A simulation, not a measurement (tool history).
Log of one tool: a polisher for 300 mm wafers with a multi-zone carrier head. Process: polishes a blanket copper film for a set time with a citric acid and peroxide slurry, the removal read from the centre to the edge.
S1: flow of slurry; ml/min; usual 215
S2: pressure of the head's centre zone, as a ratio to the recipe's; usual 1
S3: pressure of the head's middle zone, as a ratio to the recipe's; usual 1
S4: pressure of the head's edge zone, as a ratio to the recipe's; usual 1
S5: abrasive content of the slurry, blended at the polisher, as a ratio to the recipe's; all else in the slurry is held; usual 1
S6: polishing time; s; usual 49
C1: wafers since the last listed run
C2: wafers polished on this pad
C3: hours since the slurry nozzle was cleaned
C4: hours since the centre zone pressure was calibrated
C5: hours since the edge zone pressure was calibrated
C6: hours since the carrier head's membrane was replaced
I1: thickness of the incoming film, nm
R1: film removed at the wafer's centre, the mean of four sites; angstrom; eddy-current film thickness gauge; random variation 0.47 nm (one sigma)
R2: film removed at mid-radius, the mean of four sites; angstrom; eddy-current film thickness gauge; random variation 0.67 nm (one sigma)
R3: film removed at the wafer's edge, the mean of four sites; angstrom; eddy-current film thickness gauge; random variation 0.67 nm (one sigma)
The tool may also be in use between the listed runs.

run,hour,S1,S2,S3,S4,S5,S6,C1,C2,C3,C4,C5,C6,I1,R1,R2,R3
1,0,215,1,1,1,1,49,0,65,269.3,110.7,706.1,1139.8,1233.7,748,737,735
# hour 91.6: slurry nozzle cleaned
2,100.4,215,1,1,1,1,49,724,789,8.8,211.1,806.5,1240.2,1238.1,687,695,693
3,150.4,215,1,1,1,1,49,364,1153,58.8,261.1,856.5,1290.2,1254.2,680,693,686
# hour 196.4: worn pad replaced by a new one
4,196.9,215,1,1,1,1,49,309,3,105.3,307.6,903,1336.7,1239.1,730,743,749
5,237.4,215,1,1,1,1,49,295,298,145.8,348.1,943.5,1377.2,1252.9,693,719,712
6,268,215,1,1,1,1,49,222,521,176.4,378.7,974.1,1407.8,1246,682,709,714
# hour 306.4: centre zone pressure recalibrated
7,406.5,215,1,1,1,1,49,994,1516,314.9,100.1,1112.6,1546.3,1250.5,687,679,692
# hour 434.9: worn pad replaced by a new one
# hour 443.2: slurry nozzle cleaned
8,457.8,215,1,1,1,1,49,337,159,14.6,151.4,1163.9,1597.6,1259.7,732,733,745
# hour 478.3: edge zone pressure recalibrated
9,497.5,200,1,1,1,1,49,274,433,54.3,191.1,19.2,1637.3,1252.2,698,713,718
# hour 538.5: carrier head's membrane replaced by a new one
10,562,215,1,1,0.97,1,49,433,867,118.8,255.6,83.7,23.5,1233.7,677,703,712
11,591.6,215,1,1,0.97,1,49,215,1083,148.4,285.2,113.3,53.1,1250.9,673,703,687
12,653.4,170,1,1.04,1,0.75,65,450,1533,210.2,347,175.1,114.9,1247.6,812,885,862
# hour 683.4: worn pad replaced by a new one
13,710.2,215,1.08,1,1.05,1,49,384,195,267,403.8,231.9,171.7,1270.2,755,745,755
# hour 741.9: centre zone pressure recalibrated
14,752.3,190,1,1,1,1,49,292,487,309.1,10.4,274,213.8,1254.4,700,702,708
# hour 775.9: slurry nozzle cleaned
15,810.9,215,1.08,1,1.05,1,49,419,907,35,69,332.6,272.4,1256.8,747,706,729
16,837.2,215,1,1.07,1.05,1,49,191,1098,61.3,95.3,358.9,298.7,1248.1,693,734,721
17,870.6,180,1,1,1,1,49,243,1342,94.7,128.7,392.3,332.1,1266.3,672,680,698
# hour 919.1: worn pad replaced by a new one
18,940.6,170,1.06,1,1,1,49,480,156,164.7,198.7,462.3,402.1,1240.1,734,708,725
19,984,215,1,1,1,1,49,316,473,208.1,242.1,505.7,445.5,1252.6,699,712,729
20,1041.9,215,1,1,1,1,65,421,895,266,300,563.6,503.4,1250.5,900,919,936
21,1073.7,215,1,0.9,1,1,38,231,1126,297.8,331.8,595.4,535.2,1248.9,520,494,538
# hour 1105.9: slurry nozzle cleaned
22,1115,260,0.92,1,0.92,1,49,293,1420,9.1,373.1,636.7,576.5,1256.7,624,711,682

Some steps in R1 between neighbouring runs. How much of each would the tool show without its hidden state too (settings, what came in, random variation), and how much is left for the hidden state, with any gauge scatter that isn't in both results?
The hidden state here: removal rate lost through wear of the pad, %; slurry flow missing at the pad, %; deviation of the centre zone's pressure from its setpoint, %; deviation of the edge zone's pressure from its setpoint, %.
Run 3 -> 4: worn pad replaced by a new one. R1 +50 angstrom: hidden state +51, all else -1.
Run 7 -> 8: worn pad replaced by a new one, slurry nozzle cleaned. R1 +45 angstrom: hidden state +49, all else -4.
Run 19 -> 20: S6 49 -> 65. R1 +201 angstrom: hidden state -45, all else +246.
Run 20 -> 21: S3 1 -> 0.9, S6 65 -> 38. R1 -380 angstrom: hidden state +34, all else -414.

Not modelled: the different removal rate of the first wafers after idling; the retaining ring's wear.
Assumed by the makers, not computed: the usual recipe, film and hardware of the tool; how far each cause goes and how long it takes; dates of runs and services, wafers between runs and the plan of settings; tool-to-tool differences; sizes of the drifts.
